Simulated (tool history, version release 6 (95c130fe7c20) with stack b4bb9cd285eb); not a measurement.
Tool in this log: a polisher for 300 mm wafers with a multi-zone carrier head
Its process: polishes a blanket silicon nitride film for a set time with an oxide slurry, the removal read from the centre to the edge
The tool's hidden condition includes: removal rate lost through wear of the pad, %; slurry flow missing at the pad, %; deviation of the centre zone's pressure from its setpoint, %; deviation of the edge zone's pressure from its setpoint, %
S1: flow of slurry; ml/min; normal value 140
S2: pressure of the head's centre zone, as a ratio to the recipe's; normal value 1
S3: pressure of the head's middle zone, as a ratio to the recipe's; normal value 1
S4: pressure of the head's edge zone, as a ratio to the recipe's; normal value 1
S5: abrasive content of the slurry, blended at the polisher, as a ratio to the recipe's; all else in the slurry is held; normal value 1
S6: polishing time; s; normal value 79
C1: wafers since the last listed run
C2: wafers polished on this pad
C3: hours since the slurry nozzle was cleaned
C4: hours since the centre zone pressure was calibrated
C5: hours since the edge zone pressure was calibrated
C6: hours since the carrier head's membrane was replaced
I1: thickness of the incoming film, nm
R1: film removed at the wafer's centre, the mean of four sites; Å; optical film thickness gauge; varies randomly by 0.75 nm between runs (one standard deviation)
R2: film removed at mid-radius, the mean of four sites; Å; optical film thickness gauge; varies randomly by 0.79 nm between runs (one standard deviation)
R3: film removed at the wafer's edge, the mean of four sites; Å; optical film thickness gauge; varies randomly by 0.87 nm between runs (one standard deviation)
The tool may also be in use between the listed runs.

run,hour,S1,S2,S3,S4,S5,S6,C1,C2,C3,C4,C5,C6,I1,R1,R2,R3
1,0,140,1,1,1,1,79,0,991,285.5,598.7,893.4,1168.9,555.7,699,725,730
# hour 7: worn pad replaced by a new one
2,22.6,140,1,1,1,1,79,188,158,308.1,621.3,916,1191.5,563.5,715,714,731
3,54.2,140,1,1,1,1,79,319,478,339.7,652.9,947.6,1223.1,559.3,720,719,710
4,69.8,120,1,1,1,1,79,157,636,355.3,668.5,963.2,1238.7,553.4,684,691,706
# hour 93.7: worn pad replaced by a new one
5,99.9,140,1,1,1,1,79,264,62,385.4,698.6,993.3,1268.8,558.8,721,729,732
6,122.7,140,1,1,1,1,79,230,293,408.2,721.4,1016.1,1291.6,558.5,709,710,729
7,146.2,140,1,1,1,1,79,237,531,431.7,744.9,1039.6,1315.1,565.6,714,713,716
8,158.8,140,1,1,1,1.15,79,127,659,444.3,757.5,1052.2,1327.7,559.6,746,754,754
# hour 179.9: worn pad replaced by a new one
# hour 184.4: centre zone pressure recalibrated
9,193.9,140,1,1,1,1.15,79,294,121,479.4,9.5,1087.3,1362.8,571.5,746,765,773
10,210.8,140,1,1,1,1,79,171,292,496.3,26.4,1104.2,1379.7,556.3,703,725,721
11,235.3,175,1,1.08,1,0.8,63,248,540,520.8,50.9,1128.7,1404.2,547.4,551,598,542
12,263,180,1,1,1,1.25,79,280,820,548.5,78.6,1156.4,1431.9,566,816,825,821
# hour 275.9: worn pad replaced by a new one
# hour 290.4: carrier head's membrane replaced by a new one
13,290.9,140,1,1,1.08,1.15,79,191,100,576.4,106.5,1184.3,0.5,556.6,748,757,801
14,300.5,140,1,1,0.91,0.9,79,97,198,586,116.1,1193.9,10.1,556.9,678,700,674
15,314.5,125,1,1,1,1,79,141,339,600,130.1,1207.9,24.1,563.3,676,706,727
16,341.9,140,1,1,1,1,79,277,617,627.4,157.5,1235.3,51.5,556.2,709,711,731
# hour 345.6: edge zone pressure recalibrated
# hour 362: worn pad replaced by a new one
17,372.5,140,1,1,1,1,79,249,106,658,188.1,26.9,82.1,550.7,700,727,729
# hour 383.7: slurry nozzle cleaned
18,392.7,120,1,1,1.03,1,52,194,300,9,208.3,47.1,102.3,565.9,451,461,480
19,416.4,190,1,1,0.93,0.85,79,239,540,32.7,232,70.8,126,548.6,720,732,678
20,436.9,140,1,1.06,1,0.75,64,207,748,53.2,252.5,91.3,146.5,556.4,517,550,533
# hour 465.1: worn pad replaced by a new one
21,496.4,90,1,1,0.96,1,79,561,316,112.7,312,150.8,206,568.4,624,633,645

Each row is a separate what-if for the run after 21, all from the same tool condition, not one after another. Results?
A,496.9,140,1,1,1,1,79,5,321,113.2,312.5,151.3,206.5,558.5,?,?,?
B,496.9,170,1,1,1.05,0.9,57,5,321,113.2,312.5,151.3,206.5,558.5,?,?,?
C,496.9,140,1.12,1,1,1,79,5,321,113.2,312.5,151.3,206.5,558.5,?,?,?
D,496.9,140,1,0.94,1.03,1,79,5,321,113.2,312.5,151.3,206.5,558.5,?,?,?

run,R1,R2,R3
A,707,733,730
B,512,528,533
C,788,732,730
D,707,696,741
Without the tool's hidden state the same runs would have given:
run,R1,R2,R3
A,707,733,730
B,512,528,533
C,788,732,730
D,707,696,741

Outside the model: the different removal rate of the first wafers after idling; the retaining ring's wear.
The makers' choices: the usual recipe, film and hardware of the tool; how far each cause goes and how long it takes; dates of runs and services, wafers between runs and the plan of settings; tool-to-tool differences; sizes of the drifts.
